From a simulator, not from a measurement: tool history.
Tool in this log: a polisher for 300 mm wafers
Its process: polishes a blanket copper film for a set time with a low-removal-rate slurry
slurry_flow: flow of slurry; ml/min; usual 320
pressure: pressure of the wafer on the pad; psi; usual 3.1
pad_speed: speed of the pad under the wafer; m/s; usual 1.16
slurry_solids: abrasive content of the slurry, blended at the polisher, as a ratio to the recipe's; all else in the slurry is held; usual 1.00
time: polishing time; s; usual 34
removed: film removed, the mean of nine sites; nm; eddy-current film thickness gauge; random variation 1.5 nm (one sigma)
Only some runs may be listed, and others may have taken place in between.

run   hour  slurry_flow  pressure  pad_speed  slurry_solids  time  incoming thickness of the incoming film, nm  removed
  1    0.0          320       2.3       1.16           1.00    34                                       1215.4     96.2
  2    6.2          320       2.3       1.16           1.00    34                                       1203.0     97.3
  3   14.7          320       3.1       1.16           1.00    34                                       1191.8    130.3
  4   30.8          320       3.1       1.16           1.00    34                                       1222.2    127.7
  5   43.5          380       3.1       0.94           1.00    34                                       1205.1    111.2
  6   54.8          320       3.1       1.16           1.00    42                                       1215.2    161.0
      69.8  -- head pressure recalibrated
  7   92.9          320       3.1       1.16           1.00    34                                       1220.7    131.1
      97.9  -- slurry nozzle cleaned
  8  105.6          320       3.1       1.42           1.00    34                                       1238.3    150.8
  9  116.5          320       2.4       1.16           1.00    34                                       1218.3    100.6
 10  126.9          320       2.4       1.16           1.00    34                                       1218.4    100.1
 11  137.5          320       2.4       1.16           1.00    34                                       1217.4     99.5
 12  146.3          320       3.9       1.50           1.00    34                                       1226.6    201.4
 13  156.8          230       2.3       1.28           1.15    34                                       1207.5    104.2
 14  165.0          375       3.8       1.52           0.75    34                                       1222.5    177.5
 15  181.9          320       3.1       1.16           1.00    34                                       1204.2    128.7
 16  190.0          350       2.4       0.98           1.10    34                                       1237.8     94.8
     197.6  -- worn pad replaced by a new one
     235.2  -- slurry blender recalibrated
 17  235.7          355       3.1       0.78           1.00    34                                       1199.4     99.7
 18  252.9          320       3.1       1.16           1.25    38                                       1226.7    152.7
 19  265.5          320       2.0       1.16           1.00    34                                       1220.0     84.8
 20  274.6          320       2.2       1.34           1.00    41                                       1216.2    124.5
 21  290.3          320       2.1       1.16           1.00    34                                       1217.6     89.3
 22  307.7          430       3.1       1.16           1.00    34                                       1231.8    132.6
 23  315.7          270       3.1       1.00           1.10    34                                       1217.6    117.9
 24  330.4          320       3.1       0.84           1.00    34                                       1221.5    104.3
 25  344.3          320       3.1       1.16           1.00    34                                       1242.4    132.3
 26  361.6          245       3.1       1.16           1.00    23                                       1229.1     88.5
 27  370.2          320       3.1       1.16           1.00    34                                       1227.7    130.5
     383.4  -- worn pad replaced by a new one
 28  383.9          360       3.1       1.16           1.20    37                                       1220.4    146.6
 29  393.5          320       3.1       1.16           1.00    34                                       1236.3    128.4
 30  403.5          320       3.1       1.00           1.00    27                                       1231.4     93.8
 31  416.9          320       3.1       1.16           1.00    34                                       1219.6    131.5

Branching from run 31: 4 alternative next runs. What would each branch give?
  A  417.3          320       3.1       1.16           1.00    34                                       1243.9        ?
  B  417.3          320       3.1       1.16           1.00    28                                       1243.9        ?
  C  417.3          230       3.1       1.50           1.20    29                                       1243.9        ?
  D  417.3          270       4.1       1.50           1.00    27                                       1243.9        ?

run  removed
  A    129.9
  B    107.0
  C    137.0
  D    161.8
With no hidden state in the tool, these same runs would have given:
run  removed
  A    129.9
  B    107.0
  C    137.0
  D    161.8
